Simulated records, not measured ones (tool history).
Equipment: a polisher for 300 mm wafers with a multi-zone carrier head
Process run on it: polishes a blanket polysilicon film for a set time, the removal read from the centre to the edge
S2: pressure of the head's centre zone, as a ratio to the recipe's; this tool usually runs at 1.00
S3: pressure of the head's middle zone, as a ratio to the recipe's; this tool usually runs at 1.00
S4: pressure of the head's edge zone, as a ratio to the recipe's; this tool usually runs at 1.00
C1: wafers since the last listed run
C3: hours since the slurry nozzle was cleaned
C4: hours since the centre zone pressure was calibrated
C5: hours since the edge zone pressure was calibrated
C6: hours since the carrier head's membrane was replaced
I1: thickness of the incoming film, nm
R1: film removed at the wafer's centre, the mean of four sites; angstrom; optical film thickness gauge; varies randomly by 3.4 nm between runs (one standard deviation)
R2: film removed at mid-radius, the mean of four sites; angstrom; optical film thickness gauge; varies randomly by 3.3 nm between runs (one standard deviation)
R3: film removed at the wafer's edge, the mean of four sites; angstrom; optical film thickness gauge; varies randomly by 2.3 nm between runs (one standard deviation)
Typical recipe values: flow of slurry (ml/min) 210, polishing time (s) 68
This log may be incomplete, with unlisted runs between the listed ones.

run 1 hour=0.0 | flow_of_slurry_(ml/min)=210 S2=1.00 S3=1.00 S4=1.07 polishing_time_(s)=68 | C1=0 wafers_polished_on_this_pad=2576 C3=395.9 C4=146.8 C5=157.0 C6=280.8 | I1=1954.3 | R1=2852 R2=2837 R3=3027
-- hour=15.8 worn pad replaced by a new one
run 2 hour=16.3 | flow_of_slurry_(ml/min)=210 S2=1.00 S3=1.00 S4=1.00 polishing_time_(s)=68 | C1=149 wafers_polished_on_this_pad=5 C3=412.2 C4=163.1 C5=173.3 C6=297.1 | I1=1928.2 | R1=2858 R2=2886 R3=2979
run 3 hour=61.7 | flow_of_slurry_(ml/min)=210 S2=1.00 S3=1.00 S4=1.00 polishing_time_(s)=68 | C1=551 wafers_polished_on_this_pad=557 C3=457.6 C4=208.5 C5=218.7 C6=342.5 | I1=1970.8 | R1=2852 R2=2859 R3=2911
run 4 hour=81.9 | flow_of_slurry_(ml/min)=155 S2=1.00 S3=1.00 S4=1.00 polishing_time_(s)=84 | C1=245 wafers_polished_on_this_pad=802 C3=477.8 C4=228.7 C5=238.9 C6=362.7 | I1=1959.5 | R1=3295 R2=3370 R3=3526
run 5 hour=99.0 | flow_of_slurry_(ml/min)=235 S2=1.00 S3=1.00 S4=1.00 polishing_time_(s)=68 | C1=207 wafers_polished_on_this_pad=1010 C3=494.9 C4=245.8 C5=256.0 C6=379.8 | I1=1899.0 | R1=2860 R2=2913 R3=3010
run 6 hour=132.0 | flow_of_slurry_(ml/min)=245 S2=0.97 S3=1.00 S4=1.00 polishing_time_(s)=87 | C1=400 wafers_polished_on_this_pad=1411 C3=527.9 C4=278.8 C5=289.0 C6=412.8 | I1=1954.8 | R1=3612 R2=3789 R3=3816
run 7 hour=165.8 | flow_of_slurry_(ml/min)=210 S2=1.00 S3=1.00 S4=1.00 polishing_time_(s)=68 | C1=410 wafers_polished_on_this_pad=1822 C3=561.7 C4=312.6 C5=322.8 C6=446.6 | I1=1932.4 | R1=2772 R2=2862 R3=3011
run 8 hour=200.1 | flow_of_slurry_(ml/min)=270 S2=1.00 S3=1.00 S4=0.92 polishing_time_(s)=49 | C1=416 wafers_polished_on_this_pad=2238 C3=596.0 C4=346.9 C5=357.1 C6=480.9 | I1=1929.2 | R1=2044 R2=2111 R3=2107
run 9 hour=223.4 | flow_of_slurry_(ml/min)=210 S2=1.00 S3=0.88 S4=1.07 polishing_time_(s)=68 | C1=283 wafers_polished_on_this_pad=2522 C3=619.3 C4=370.2 C5=380.4 C6=504.2 | I1=1929.1 | R1=2747 R2=2591 R3=3075
-- hour=237.1 slurry nozzle cleaned
-- hour=245.4 worn pad replaced by a new one
run 10 hour=249.9 | flow_of_slurry_(ml/min)=145 S2=1.03 S3=0.92 S4=1.00 polishing_time_(s)=68 | C1=261 wafers_polished_on_this_pad=55 C3=12.8 C4=396.7 C5=406.9 C6=530.7 | I1=1936.3 | R1=2623 R2=2464 R3=2809
run 11 hour=270.2 | flow_of_slurry_(ml/min)=210 S2=1.00 S3=1.00 S4=1.08 polishing_time_(s)=68 | C1=246 wafers_polished_on_this_pad=301 C3=33.1 C4=417.0 C5=427.2 C6=551.0 | I1=1933.8 | R1=2711 R2=2858 R3=3078
run 12 hour=287.1 | flow_of_slurry_(ml/min)=210 S2=1.00 S3=1.00 S4=1.00 polishing_time_(s)=68 | C1=205 wafers_polished_on_this_pad=507 C3=50.0 C4=433.9 C5=444.1 C6=567.9 | I1=1926.1 | R1=2778 R2=2857 R3=2975
run 13 hour=299.4 | flow_of_slurry_(ml/min)=210 S2=0.91 S3=1.09 S4=1.00 polishing_time_(s)=68 | C1=149 wafers_polished_on_this_pad=656 C3=62.3 C4=446.2 C5=456.4 C6=580.2 | I1=1950.3 | R1=2420 R2=3109 R3=2997
run 14 hour=334.8 | flow_of_slurry_(ml/min)=210 S2=1.00 S3=1.00 S4=1.00 polishing_time_(s)=68 | C1=430 wafers_polished_on_this_pad=1086 C3=97.7 C4=481.6 C5=491.8 C6=615.6 | I1=1923.8 | R1=2723 R2=2786 R3=2926
run 15 hour=360.4 | flow_of_slurry_(ml/min)=210 S2=1.00 S3=1.00 S4=1.07 polishing_time_(s)=57 | C1=311 wafers_polished_on_this_pad=1397 C3=123.3 C4=507.2 C5=517.4 C6=641.2 | I1=1935.2 | R1=2280 R2=2436 R3=2557
run 16 hour=388.0 | flow_of_slurry_(ml/min)=175 S2=1.00 S3=0.89 S4=1.00 polishing_time_(s)=68 | C1=335 wafers_polished_on_this_pad=1732 C3=150.9 C4=534.8 C5=545.0 C6=668.8 | I1=1955.6 | R1=2615 R2=2569 R3=2921
-- hour=401.4 centre zone pressure recalibrated
run 17 hour=412.7 | flow_of_slurry_(ml/min)=150 S2=0.88 S3=1.00 S4=0.92 polishing_time_(s)=48 | C1=275 wafers_polished_on_this_pad=2008 C3=175.6 C4=11.3 C5=569.7 C6=693.5 | I1=1919.5 | R1=1708 R2=1888 R3=1925
run 18 hour=427.0 | flow_of_slurry_(ml/min)=265 S2=0.90 S3=1.04 S4=1.00 polishing_time_(s)=68 | C1=173 wafers_polished_on_this_pad=2182 C3=189.9 C4=25.6 C5=584.0 C6=707.8 | I1=1926.7 | R1=2704 R2=3002 R3=3080
run 19 hour=460.2 | flow_of_slurry_(ml/min)=240 S2=1.00 S3=1.00 S4=1.00 polishing_time_(s)=68 | C1=403 wafers_polished_on_this_pad=2585 C3=223.1 C4=58.8 C5=617.2 C6=741.0 | I1=1944.7 | R1=2896 R2=2866 R3=2992
-- hour=488.3 worn pad replaced by a new one
run 20 hour=488.8 | flow_of_slurry_(ml/min)=210 S2=0.93 S3=1.00 S4=1.06 polishing_time_(s)=68 | C1=298 wafers_polished_on_this_pad=5 C3=251.7 C4=87.4 C5=645.8 C6=769.6 | I1=1959.5 | R1=2600 R2=2861 R3=3043
run 21 hour=515.3 | flow_of_slurry_(ml/min)=210 S2=0.93 S3=1.00 S4=0.89 polishing_time_(s)=68 | C1=321 wafers_polished_on_this_pad=327 C3=278.2 C4=113.9 C5=672.3 C6=796.1 | I1=1947.3 | R1=2609 R2=2889 R3=2830
run 22 hour=534.2 | flow_of_slurry_(ml/min)=210 S2=0.96 S3=0.93 S4=1.00 polishing_time_(s)=68 | C1=229 wafers_polished_on_this_pad=557 C3=297.1 C4=132.8 C5=691.2 C6=815.0 | I1=1926.1 | R1=2728 R2=2689 R3=2963

Pick out some run-to-run changes in R1. Of each, how much would a tool without hidden state show as well, from the settings, what came in and chance, and how much is left for the hidden state and any gauge scatter not in both results compared?
Hidden state present: removal rate lost through wear of the pad, %; slurry flow missing at the pad, %; deviation of the centre zone's pressure from its setpoint, %; deviation of the edge zone's pressure from its setpoint, %.
Run 8 -> 9: flow of slurry (ml/min) 270 -> 210, S3 1.00 -> 0.88, S4 0.92 -> 1.07, polishing time (s) 49 -> 68. R1 +703 angstrom: hidden state -47, all else +750.
Run 16 -> 17: flow of slurry (ml/min) 175 -> 150, S2 1.00 -> 0.88, S3 0.89 -> 1.00, S4 1.00 -> 0.92, polishing time (s) 68 -> 48, centre zone pressure recalibrated. R1 -907 angstrom: hidden state +186, all else -1093.
Run 17 -> 18: flow of slurry (ml/min) 150 -> 265, S2 0.88 -> 0.90, S3 1.00 -> 1.04, S4 0.92 -> 1.00, polishing time (s) 48 -> 68. R1 +996 angstrom: hidden state -19, all else +1015.
